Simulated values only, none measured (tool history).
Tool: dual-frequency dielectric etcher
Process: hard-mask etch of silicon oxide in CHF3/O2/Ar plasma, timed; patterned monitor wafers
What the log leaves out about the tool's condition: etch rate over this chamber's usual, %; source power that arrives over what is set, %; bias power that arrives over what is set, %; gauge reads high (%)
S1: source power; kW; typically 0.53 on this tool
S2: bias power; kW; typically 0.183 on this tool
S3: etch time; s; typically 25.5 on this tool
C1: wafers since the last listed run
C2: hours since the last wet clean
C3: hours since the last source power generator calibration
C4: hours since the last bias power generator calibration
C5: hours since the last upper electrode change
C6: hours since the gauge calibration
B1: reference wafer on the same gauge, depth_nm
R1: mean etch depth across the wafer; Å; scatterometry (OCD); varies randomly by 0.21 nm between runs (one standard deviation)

{"run": 1, "hour": 0.0, "S1": 0.53, "S2": 0.183, "S3": 25.5, "C1": 0, "C2": 556.2, "C3": 4125, "C4": 2454.4, "C5": 4116.7, "C6": 1032.9, "B1": 40, "R1": 473.7}
{"run": 2, "hour": 59.3, "S1": 0.53, "S2": 0.183, "S3": 25.5, "C1": 813, "C2": 615.5, "C3": 4184.3, "C4": 2513.7, "C5": 4176, "C6": 1092.2, "B1": 40.04, "R1": 474.5}
{"hour": 146.7, "done": "wet clean of the chamber"}
{"run": 3, "hour": 147.2, "S1": 0.53, "S2": 0.183, "S3": 25.5, "C1": 876, "C2": 0.5, "C3": 4272.2, "C4": 2601.6, "C5": 4263.9, "C6": 1180.1, "B1": 39.99, "R1": 448.5}
{"run": 4, "hour": 230.3, "S1": 0.53, "S2": 0.183, "S3": 25.5, "C1": 1139, "C2": 83.6, "C3": 4355.3, "C4": 2684.7, "C5": 4347, "C6": 1263.2, "B1": 40.04, "R1": 448.7}
{"run": 5, "hour": 278.5, "S1": 0.53, "S2": 0.183, "S3": 25.5, "C1": 660, "C2": 131.8, "C3": 4403.5, "C4": 2732.9, "C5": 4395.2, "C6": 1311.4, "B1": 40.05, "R1": 451.2}
{"run": 6, "hour": 345.8, "S1": 0.53, "S2": 0.183, "S3": 25.5, "C1": 922, "C2": 199.1, "C3": 4470.8, "C4": 2800.2, "C5": 4462.5, "C6": 1378.7, "B1": 40, "R1": 451.9}
{"hour": 423.9, "done": "bias power generator calibrated"}
{"run": 7, "hour": 509.4, "S1": 0.53, "S2": 0.152, "S3": 25.5, "C1": 2188, "C2": 362.7, "C3": 4634.4, "C4": 85.5, "C5": 4626.1, "C6": 1542.3, "B1": 39.96, "R1": 425.7}
{"run": 8, "hour": 551.8, "S1": 0.53, "S2": 0.152, "S3": 25.5, "C1": 581, "C2": 405.1, "C3": 4676.8, "C4": 127.9, "C5": 4668.5, "C6": 1584.7, "B1": 40.02, "R1": 424.5}
{"run": 9, "hour": 622.8, "S1": 0.53, "S2": 0.152, "S3": 25.5, "C1": 973, "C2": 476.1, "C3": 4747.8, "C4": 198.9, "C5": 4739.5, "C6": 1655.7, "B1": 39.99, "R1": 425.7}
{"run": 10, "hour": 720.0, "S1": 0.44, "S2": 0.202, "S3": 20, "C1": 1332, "C2": 573.3, "C3": 4845, "C4": 296.1, "C5": 4836.7, "C6": 1752.9, "B1": 40.01, "R1": 369.4}
{"run": 11, "hour": 804.7, "S1": 0.53, "S2": 0.183, "S3": 25.5, "C1": 1161, "C2": 658, "C3": 4929.7, "C4": 380.8, "C5": 4921.4, "C6": 1837.6, "B1": 40, "R1": 481.7}
{"hour": 877.2, "done": "upper electrode replaced"}
{"hour": 908.6, "done": "wet clean of the chamber"}
{"run": 12, "hour": 1045.2, "S1": 0.62, "S2": 0.162, "S3": 22.5, "C1": 2639, "C2": 136.6, "C3": 5170.2, "C4": 621.3, "C5": 168, "C6": 2078.1, "B1": 40.01, "R1": 406.7}
{"hour": 1114.5, "done": "gauge calibrated"}
{"hour": 1238.5, "done": "source power generator calibrated"}
{"run": 13, "hour": 1293.5, "S1": 0.53, "S2": 0.14, "S3": 19, "C1": 3350, "C2": 384.9, "C3": 55, "C4": 869.6, "C5": 416.3, "C6": 179, "B1": 39.98, "R1": 303.2}
{"run": 14, "hour": 1382.9, "S1": 0.53, "S2": 0.183, "S3": 25.5, "C1": 1225, "C2": 474.3, "C3": 144.4, "C4": 959, "C5": 505.7, "C6": 268.4, "B1": 39.92, "R1": 477.1}
{"run": 15, "hour": 1454.8, "S1": 0.53, "S2": 0.183, "S3": 25.5, "C1": 985, "C2": 546.2, "C3": 216.3, "C4": 1030.9, "C5": 577.6, "C6": 340.3, "B1": 40.01, "R1": 480.3}
{"run": 16, "hour": 1504.9, "S1": 0.44, "S2": 0.15, "S3": 19.5, "C1": 687, "C2": 596.3, "C3": 266.4, "C4": 1081, "C5": 627.7, "C6": 390.4, "B1": 39.97, "R1": 307.2}
{"run": 17, "hour": 1582.4, "S1": 0.64, "S2": 0.145, "S3": 23.5, "C1": 1062, "C2": 673.8, "C3": 343.9, "C4": 1158.5, "C5": 705.2, "C6": 467.9, "B1": 39.93, "R1": 420}
{"hour": 1654.7, "done": "wet clean of the chamber"}
{"run": 18, "hour": 1681.7, "S1": 0.59, "S2": 0.215, "S3": 32, "C1": 1032, "C2": 27, "C3": 443.2, "C4": 1257.8, "C5": 804.5, "C6": 567.2, "B1": 40.02, "R1": 658.9}
{"run": 19, "hour": 1751.6, "S1": 0.64, "S2": 0.207, "S3": 22.5, "C1": 958, "C2": 96.9, "C3": 513.1, "C4": 1327.7, "C5": 874.4, "C6": 637.1, "B1": 40.01, "R1": 460.4}
{"run": 20, "hour": 1817.2, "S1": 0.53, "S2": 0.183, "S3": 25.5, "C1": 899, "C2": 162.5, "C3": 578.7, "C4": 1393.3, "C5": 940, "C6": 702.7, "B1": 40.07, "R1": 461}
{"run": 21, "hour": 1870.9, "S1": 0.46, "S2": 0.183, "S3": 23.5, "C1": 736, "C2": 216.2, "C3": 632.4, "C4": 1447, "C5": 993.7, "C6": 756.4, "B1": 39.95, "R1": 406.2}
{"run": 22, "hour": 1972.0, "S1": 0.53, "S2": 0.183, "S3": 25.5, "C1": 1386, "C2": 317.3, "C3": 733.5, "C4": 1548.1, "C5": 1094.8, "C6": 857.5, "B1": 40.02, "R1": 469.7}
{"run": 23, "hour": 2022.2, "S1": 0.53, "S2": 0.225, "S3": 18.5, "C1": 688, "C2": 367.5, "C3": 783.7, "C4": 1598.3, "C5": 1145, "C6": 907.7, "B1": 39.99, "R1": 379.6}
{"run": 24, "hour": 2113.1, "S1": 0.53, "S2": 0.157, "S3": 25.5, "C1": 1246, "C2": 458.4, "C3": 874.6, "C4": 1689.2, "C5": 1235.9, "C6": 998.6, "B1": 40.05, "R1": 433.1}
{"run": 25, "hour": 2163.3, "S1": 0.44, "S2": 0.183, "S3": 25.5, "C1": 688, "C2": 508.6, "C3": 924.8, "C4": 1739.4, "C5": 1286.1, "C6": 1048.8, "B1": 40, "R1": 443.5}
{"run": 26, "hour": 2216.7, "S1": 0.53, "S2": 0.183, "S3": 25.5, "C1": 732, "C2": 562, "C3": 978.2, "C4": 1792.8, "C5": 1339.5, "C6": 1102.2, "B1": 40.03, "R1": 474.5}
{"run": 27, "hour": 2285.0, "S1": 0.49, "S2": 0.163, "S3": 30.5, "C1": 936, "C2": 630.3, "C3": 1046.5, "C4": 1861.1, "C5": 1407.8, "C6": 1170.5, "B1": 40.08, "R1": 519.8}
{"hour": 2341.1, "done": "wet clean of the chamber"}
{"run": 28, "hour": 2341.6, "S1": 0.53, "S2": 0.183, "S3": 25.5, "C1": 447, "C2": 0.5, "C3": 1103.1, "C4": 1917.7, "C5": 1464.4, "C6": 1227.1, "B1": 40.01, "R1": 450.4}

Each row is a separate what-if for the run after 28, all from the same tool condition, not one after another. Results?
{"run": "A", "hour": 2342.0, "S1": 0.53, "S2": 0.183, "S3": 18.5, "C1": 5, "C2": 0.9, "C3": 1103.5, "C4": 1918.1, "C5": 1464.8, "C6": 1227.5, "B1": "?", "R1": "?"}
{"run": "B", "hour": 2342.0, "S1": 0.53, "S2": 0.199, "S3": 25.5, "C1": 5, "C2": 0.9, "C3": 1103.5, "C4": 1918.1, "C5": 1464.8, "C6": 1227.5, "B1": "?", "R1": "?"}
{"run": "C", "hour": 2342.0, "S1": 0.53, "S2": 0.183, "S3": 23.5, "C1": 5, "C2": 0.9, "C3": 1103.5, "C4": 1918.1, "C5": 1464.8, "C6": 1227.5, "B1": "?", "R1": "?"}
{"run": "D", "hour": 2342.0, "S1": 0.53, "S2": 0.198, "S3": 25.5, "C1": 5, "C2": 0.9, "C3": 1103.5, "C4": 1918.1, "C5": 1464.8, "C6": 1227.5, "B1": "?", "R1": "?"}
{"run": "E", "hour": 2342.0, "S1": 0.48, "S2": 0.183, "S3": 25.5, "C1": 5, "C2": 0.9, "C3": 1103.5, "C4": 1918.1, "C5": 1464.8, "C6": 1227.5, "B1": "?", "R1": "?"}

run=A B1=40.04 R1=329.4
run=B B1=40.04 R1=474.7
run=C B1=40.04 R1=418.4
run=D B1=40.04 R1=473.5
run=E B1=40.04 R1=437.8
With the hidden condition removed and each run's random variation left untouched, the same runs would have given:
run=A R1=334.6
run=B R1=482.4
run=C R1=425
run=D R1=481.2
run=E R1=444.8
